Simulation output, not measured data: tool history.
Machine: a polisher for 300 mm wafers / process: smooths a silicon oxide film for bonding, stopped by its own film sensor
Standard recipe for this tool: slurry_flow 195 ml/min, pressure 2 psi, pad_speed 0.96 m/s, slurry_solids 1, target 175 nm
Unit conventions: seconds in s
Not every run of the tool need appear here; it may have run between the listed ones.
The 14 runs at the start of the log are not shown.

| run | day | slurry_flow | pressure | pad_speed | slurry_solids | target | wafers since the last listed run | wafers polished on this pad | hours since the slurry nozzle was cleaned | hours since the head pressure was calibrated | hours since the slurry blender was calibrated | incoming thickness of the incoming film, nm | seconds |
|---|---|---|---|---|---|---|---|---|---|---|---|---|---|
| 15 | 18.521 | 195 | 2 | 0.66 | 1 | 184 | 178 | 987 | 627 | 139.4 | 265.2 | 207.4 | 45 |
|  | 18.838 | worn pad replaced by a new one |
| 16 | 19.675 | 215 | 2 | 0.96 | 1 | 182 | 140 | 119 | 654.7 | 167.1 | 292.9 | 209.3 | 36.8 |
|  | 20.071 | slurry nozzle cleaned |
| 17 | 20.392 | 195 | 2 | 0.62 | 1 | 175 | 95 | 215 | 7.7 | 184.3 | 310.1 | 210.2 | 70 |
|  | 21.083 | slurry blender recalibrated |
| 18 | 21.533 | 265 | 2 | 0.96 | 1 | 185 | 150 | 365 | 35.1 | 211.7 | 10.8 | 211.7 | 35.2 |
| 19 | 22.308 | 195 | 2 | 0.96 | 1.05 | 175 | 110 | 475 | 53.7 | 230.3 | 29.4 | 212.1 | 51.8 |
| 20 | 22.829 | 215 | 2 | 0.96 | 1 | 182 | 74 | 550 | 66.2 | 242.8 | 41.9 | 207.6 | 34.9 |
| 21 | 23.8 | 195 | 2 | 1.2 | 1 | 171 | 138 | 688 | 89.5 | 266.1 | 65.2 | 209.3 | 45.9 |
| 22 | 24.475 | 195 | 2 | 0.96 | 1 | 175 | 95 | 784 | 105.7 | 282.3 | 81.4 | 210.8 | 50.2 |
|  | 25.396 | worn pad replaced by a new one |
| 23 | 25.804 | 195 | 2 | 0.62 | 1 | 175 | 165 | 57 | 137.6 | 314.2 | 113.3 | 208.6 | 67.5 |
| 24 | 26.358 | 160 | 1.3 | 0.96 | 1 | 175 | 78 | 136 | 150.9 | 327.5 | 126.6 | 209 | 74.2 |
| 25 | 26.867 | 195 | 2 | 1.26 | 1 | 175 | 72 | 209 | 163.1 | 339.7 | 138.8 | 210.5 | 39.4 |
| 26 | 27.404 | 195 | 2 | 0.96 | 1 | 172 | 76 | 285 | 176 | 352.6 | 151.7 | 208.6 | 51.9 |
| 27 | 28.517 | 195 | 2 | 0.96 | 1 | 175 | 158 | 443 | 202.7 | 379.3 | 178.4 | 208.4 | 47 |
| 28 | 29.55 | 195 | 2 | 0.96 | 1.25 | 183 | 146 | 590 | 227.5 | 404.1 | 203.2 | 211.4 | 36.7 |
| 29 | 30.371 | 165 | 2 | 0.96 | 0.7 | 175 | 116 | 707 | 247.2 | 423.8 | 222.9 | 207.3 | 55.5 |
| 30 | 31.446 | 195 | 2 | 0.78 | 1 | 175 | 152 | 860 | 273 | 449.6 | 248.7 | 208.9 | 56 |

4 options for the next run, each taken on its own from the tool as it stands now. Forecast them:
| A | 31.462 | 195 | 2 | 0.96 | 1 | 175 | 2 | 862 | 273.4 | 450 | 249.1 | 210 | ? |
| B | 31.462 | 195 | 2 | 0.96 | 0.8 | 175 | 2 | 862 | 273.4 | 450 | 249.1 | 210 | ? |
| C | 31.462 | 135 | 2 | 1.12 | 0.9 | 164 | 2 | 862 | 273.4 | 450 | 249.1 | 210 | ? |
| D | 31.462 | 195 | 1.5 | 0.96 | 1 | 168 | 2 | 862 | 273.4 | 450 | 249.1 | 210 | ? |

| run | seconds |
|---|---|
| A | 49.4 |
| B | 54.7 |
| C | 64.4 |
| D | 78.9 |
Without the tool's hidden state the same runs would have given:
| run | seconds |
|---|---|
| A | 49.4 |
| B | 54.7 |
| C | 64.4 |
| D | 78.9 |
